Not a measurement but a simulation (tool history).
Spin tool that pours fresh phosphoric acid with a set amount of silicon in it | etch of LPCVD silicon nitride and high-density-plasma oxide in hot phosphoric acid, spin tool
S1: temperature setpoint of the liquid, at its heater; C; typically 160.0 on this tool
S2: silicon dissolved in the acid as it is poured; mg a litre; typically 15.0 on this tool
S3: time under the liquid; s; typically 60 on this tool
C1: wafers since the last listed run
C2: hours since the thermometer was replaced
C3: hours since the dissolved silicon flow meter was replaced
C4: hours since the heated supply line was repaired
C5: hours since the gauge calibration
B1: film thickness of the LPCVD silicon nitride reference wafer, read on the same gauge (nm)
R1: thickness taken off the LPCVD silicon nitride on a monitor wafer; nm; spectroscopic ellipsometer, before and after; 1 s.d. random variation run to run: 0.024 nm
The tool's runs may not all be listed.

{"run": 1, "hour": 0.0, "S1": 160.0, "S2": 22.0, "S3": 60, "C1": 0, "C2": 1259.6, "C3": 625.9, "C4": 1801.2, "C5": 1757.0, "B1": 30.0, "R1": 6.03}
{"run": 2, "hour": 38.5, "S1": 160.0, "S2": 15.0, "S3": 60, "C1": 582, "C2": 1298.1, "C3": 664.4, "C4": 1839.7, "C5": 1795.5, "B1": 30.01, "R1": 6.0}
{"run": 3, "hour": 78.2, "S1": 160.0, "S2": 15.0, "S3": 60, "C1": 600, "C2": 1337.8, "C3": 704.1, "C4": 1879.4, "C5": 1835.2, "B1": 30.02, "R1": 5.96}
{"hour": 94.8, "done": "dissolved silicon flow meter replaced"}
{"run": 4, "hour": 136.8, "S1": 160.0, "S2": 15.0, "S3": 60, "C1": 871, "C2": 1396.4, "C3": 42.0, "C4": 1938.0, "C5": 1893.8, "B1": 29.98, "R1": 5.97}
{"run": 5, "hour": 186.1, "S1": 160.0, "S2": 15.0, "S3": 60, "C1": 745, "C2": 1445.7, "C3": 91.3, "C4": 1987.3, "C5": 1943.1, "B1": 30.01, "R1": 5.96}
{"run": 6, "hour": 252.9, "S1": 160.0, "S2": 15.0, "S3": 60, "C1": 1010, "C2": 1512.5, "C3": 158.1, "C4": 2054.1, "C5": 2009.9, "B1": 30.02, "R1": 5.99}
{"run": 7, "hour": 346.4, "S1": 158.0, "S2": 6.5, "S3": 60, "C1": 1414, "C2": 1606.0, "C3": 251.6, "C4": 2147.6, "C5": 2103.4, "B1": 30.02, "R1": 5.6}
{"hour": 407.5, "done": "heated supply line repaired"}
{"run": 8, "hour": 581.3, "S1": 160.0, "S2": 15.0, "S3": 60, "C1": 3537, "C2": 1840.9, "C3": 486.5, "C4": 173.8, "C5": 2338.3, "B1": 30.01, "R1": 5.98}
{"run": 9, "hour": 881.6, "S1": 162.5, "S2": 15.0, "S3": 50, "C1": 4541, "C2": 2141.2, "C3": 786.8, "C4": 474.1, "C5": 2638.6, "B1": 29.98, "R1": 5.39}
{"hour": 887.1, "done": "gauge calibrated"}
{"hour": 959.6, "done": "dissolved silicon flow meter replaced"}
{"run": 10, "hour": 980.2, "S1": 160.0, "S2": 15.0, "S3": 60, "C1": 1476, "C2": 2239.8, "C3": 20.6, "C4": 572.7, "C5": 93.1, "B1": 29.99, "R1": 5.98}
{"run": 11, "hour": 1048.2, "S1": 160.0, "S2": 15.0, "S3": 50, "C1": 1028, "C2": 2307.8, "C3": 88.6, "C4": 640.7, "C5": 161.1, "B1": 30.02, "R1": 4.97}
{"run": 12, "hour": 1122.2, "S1": 160.0, "S2": 15.0, "S3": 80, "C1": 1119, "C2": 2381.8, "C3": 162.6, "C4": 714.7, "C5": 235.1, "B1": 29.97, "R1": 7.97}
{"run": 13, "hour": 1197.9, "S1": 163.0, "S2": 6.5, "S3": 40, "C1": 1144, "C2": 2457.5, "C3": 238.3, "C4": 790.4, "C5": 310.8, "B1": 30.02, "R1": 4.41}
{"run": 14, "hour": 1284.0, "S1": 160.0, "S2": 15.0, "S3": 60, "C1": 1302, "C2": 2543.6, "C3": 324.4, "C4": 876.5, "C5": 396.9, "B1": 29.99, "R1": 5.93}
{"hour": 1367.2, "done": "thermometer replaced"}
{"run": 15, "hour": 1372.4, "S1": 160.0, "S2": 15.0, "S3": 60, "C1": 1321, "C2": 5.2, "C3": 412.8, "C4": 964.9, "C5": 485.3, "B1": 30.01, "R1": 6.01}
{"run": 16, "hour": 1466.3, "S1": 158.0, "S2": 24.5, "S3": 75, "C1": 1420, "C2": 99.1, "C3": 506.7, "C4": 1058.8, "C5": 579.2, "B1": 30.02, "R1": 7.01}
{"run": 17, "hour": 1540.5, "S1": 162.5, "S2": 25.5, "S3": 70, "C1": 1122, "C2": 173.3, "C3": 580.9, "C4": 1133.0, "C5": 653.4, "B1": 30.01, "R1": 7.61}
{"run": 18, "hour": 1643.6, "S1": 161.5, "S2": 15.0, "S3": 85, "C1": 1559, "C2": 276.4, "C3": 684.0, "C4": 1236.1, "C5": 756.5, "B1": 29.98, "R1": 8.87}
{"hour": 1682.0, "done": "dissolved silicon flow meter replaced"}
{"run": 19, "hour": 1757.7, "S1": 158.5, "S2": 15.0, "S3": 60, "C1": 1710, "C2": 390.5, "C3": 75.7, "C4": 1350.2, "C5": 870.6, "B1": 29.97, "R1": 5.71}
{"run": 20, "hour": 1801.6, "S1": 162.5, "S2": 19.5, "S3": 50, "C1": 663, "C2": 434.4, "C3": 119.6, "C4": 1394.1, "C5": 914.5, "B1": 30.01, "R1": 5.39}
{"run": 21, "hour": 1880.3, "S1": 160.0, "S2": 11.0, "S3": 60, "C1": 1190, "C2": 513.1, "C3": 198.3, "C4": 1472.8, "C5": 993.2, "B1": 30.03, "R1": 5.99}

Entry by entry between the runs, the difference in hidden state between the last listed run before and the first listed run after:
Logged between run 3 and run 4: dissolved silicon flow meter replaced (hour 94.8)
  both runs share identical hidden conditions
Logged between run 7 and run 8: heated supply line repaired (hour 407.5)
  both runs share identical hidden conditions
Logged between run 9 and run 10: gauge calibrated (hour 887.1); dissolved silicon flow meter replaced (hour 959.6)
  both runs share identical hidden conditions
Logged between run 14 and run 15: thermometer replaced (hour 1367.2)
  both runs share identical hidden conditions
Logged between run 18 and run 19: dissolved silicon flow meter replaced (hour 1682.0)
  both runs share identical hidden conditions

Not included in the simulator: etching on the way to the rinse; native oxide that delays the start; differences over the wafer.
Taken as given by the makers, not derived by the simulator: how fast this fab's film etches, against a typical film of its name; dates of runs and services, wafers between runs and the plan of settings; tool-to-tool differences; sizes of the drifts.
